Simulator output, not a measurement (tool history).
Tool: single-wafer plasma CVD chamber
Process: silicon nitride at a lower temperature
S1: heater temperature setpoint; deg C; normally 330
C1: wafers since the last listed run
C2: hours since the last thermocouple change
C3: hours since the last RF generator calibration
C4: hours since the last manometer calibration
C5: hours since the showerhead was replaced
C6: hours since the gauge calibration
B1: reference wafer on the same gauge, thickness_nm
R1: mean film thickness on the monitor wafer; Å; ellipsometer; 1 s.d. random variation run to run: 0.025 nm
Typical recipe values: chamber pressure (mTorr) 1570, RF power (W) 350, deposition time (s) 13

Run 1, hour 0: usual settings but RF power (W) 370; C1 0; C2 2150.2; C3 2216.3; C4 940.2; C5 6637.7; C6 177.5; B1 17.694. Result: R1 165.45 Å.
Run 2, hour 33.9: usual settings but RF power (W) 370; C1 893; C2 2184.1; C3 2250.2; C4 974.1; C5 6671.6; C6 211.4; B1 17.696. Result: R1 165.48 Å.
Run 3, hour 62.1: usual settings but chamber pressure (mTorr) 1420, deposition time (s) 14; C1 743; C2 2212.3; C3 2278.4; C4 1002.3; C5 6699.8; C6 239.6; B1 17.706. Result: R1 169.87 Å.
Run 4, hour 85.2: usual settings; C1 609; C2 2235.4; C3 2301.5; C4 1025.4; C5 6722.9; C6 262.7; B1 17.707. Result: R1 161.82 Å.
Run 5, hour 100.9: usual settings but chamber pressure (mTorr) 1850; C1 413; C2 2251.1; C3 2317.2; C4 1041.1; C5 6738.6; C6 278.4; B1 17.705. Result: R1 169.45 Å.
Run 6, hour 115.7: usual settings but chamber pressure (mTorr) 1850; C1 390; C2 2265.9; C3 2332; C4 1055.9; C5 6753.4; C6 293.2; B1 17.704. Result: R1 169.48 Å.
At hour 133.4: showerhead replaced.
Run 7, hour 133.9: usual settings; C1 268; C2 2284.1; C3 2350.2; C4 1074.1; C5 0.5; C6 311.4; B1 17.706. Result: R1 162.33 Å.
Run 8, hour 162.8: usual settings; C1 762; C2 2313; C3 2379.1; C4 1103; C5 29.4; C6 340.3; B1 17.706. Result: R1 162.37 Å.
At hour 177.6: thermocouple changed; heater temperature recalibrated.
At hour 183.6: capacitance manometer re-zeroed and calibrated.
Run 9, hour 184.1: usual settings; C1 191; C2 6.5; C3 2400.4; C4 0.5; C5 50.7; C6 361.6; B1 17.703. Result: R1 158.68 Å.
At hour 198: RF generator calibrated.
Run 10, hour 207.9: usual settings; C1 416; C2 30.3; C3 9.9; C4 24.3; C5 74.5; C6 385.4; B1 17.693. Result: R1 165.41 Å.
Run 11, hour 225.2: usual settings but S1 335 deg C, chamber pressure (mTorr) 1910, RF power (W) 315, deposition time (s) 11.2; C1 456; C2 47.6; C3 27.2; C4 41.6; C5 91.8; C6 402.7; B1 17.69. Result: R1 142.83 Å.
Run 12, hour 258.2: usual settings but chamber pressure (mTorr) 1310; C1 870; C2 80.6; C3 60.2; C4 74.6; C5 124.8; C6 435.7; B1 17.705. Result: R1 156.88 Å.
At hour 282.1: gauge calibrated.
Run 13, hour 287.6: usual settings; C1 775; C2 110; C3 89.6; C4 104; C5 154.2; C6 5.5; B1 17.707. Result: R1 164.79 Å.
Run 14, hour 313.1: usual settings but S1 322 deg C, chamber pressure (mTorr) 1390, RF power (W) 390; C1 672; C2 135.5; C3 115.1; C4 129.5; C5 179.7; C6 31; B1 17.714. Result: R1 167.67 Å.
Run 15, hour 348.9: usual settings but S1 320 deg C, chamber pressure (mTorr) 1870, RF power (W) 305, deposition time (s) 11.1; C1 943; C2 171.3; C3 150.9; C4 165.3; C5 215.5; C6 66.8; B1 17.69. Result: R1 138.56 Å.
Run 16, hour 364.5: usual settings but chamber pressure (mTorr) 1870, RF power (W) 285; C1 411; C2 186.9; C3 166.5; C4 180.9; C5 231.1; C6 82.4; B1 17.705. Result: R1 157.02 Å.
Run 17, hour 384.2: usual settings but chamber pressure (mTorr) 1430; C1 519; C2 206.6; C3 186.2; C4 200.6; C5 250.8; C6 102.1; B1 17.701. Result: R1 159.74 Å.
Run 18, hour 401.8: usual settings but chamber pressure (mTorr) 1850; C1 464; C2 224.2; C3 203.8; C4 218.2; C5 268.4; C6 119.7; B1 17.704. Result: R1 171.66 Å.
Run 19, hour 414: usual settings but S1 336 deg C, chamber pressure (mTorr) 1790, RF power (W) 290; C1 321; C2 236.4; C3 216; C4 230.4; C5 280.6; C6 131.9; B1 17.705. Result: R1 155.82 Å.
Run 20, hour 443.1: usual settings but S1 322 deg C, RF power (W) 380; C1 767; C2 265.5; C3 245.1; C4 259.5; C5 309.7; C6 161; B1 17.699. Result: R1 170.29 Å.

Each row is a separate what-if for the run after 20, all from the same tool condition, not one after another. Results?
Run A, hour 443.5: usual settings but chamber pressure (mTorr) 1340; C1 10; C2 265.9; C3 245.5; C4 259.9; C5 310.1; C6 161.4; B1 ?. Result: R1 ?.
Run B, hour 443.5: usual settings but S1 322 deg C, chamber pressure (mTorr) 1850, RF power (W) 400, deposition time (s) 14.3; C1 10; C2 265.9; C3 245.5; C4 259.9; C5 310.1; C6 161.4; B1 ?. Result: R1 ?.
Run C, hour 443.5: usual settings but chamber pressure (mTorr) 1940, RF power (W) 370, deposition time (s) 14.3; C1 10; C2 265.9; C3 245.5; C4 259.9; C5 310.1; C6 161.4; B1 ?. Result: R1 ?.
Run D, hour 443.5: usual settings but deposition time (s) 11.3; C1 10; C2 265.9; C3 245.5; C4 259.9; C5 310.1; C6 161.4; B1 ?. Result: R1 ?.
Run E, hour 443.5: usual settings but chamber pressure (mTorr) 1210, RF power (W) 375, deposition time (s) 12; C1 10; C2 265.9; C3 245.5; C4 259.9; C5 310.1; C6 161.4; B1 ?. Result: R1 ?.

run      B1      R1
  A  17.704  157.46
  B  17.704  200.86
  C  17.704  195.86
  D  17.704  142.88
  E  17.704  145.71
With no hidden state in the tool, these same runs would have given:
run      R1
  A  158.96
  B  202.81
  C  197.77
  D  144.26
  E  147.09

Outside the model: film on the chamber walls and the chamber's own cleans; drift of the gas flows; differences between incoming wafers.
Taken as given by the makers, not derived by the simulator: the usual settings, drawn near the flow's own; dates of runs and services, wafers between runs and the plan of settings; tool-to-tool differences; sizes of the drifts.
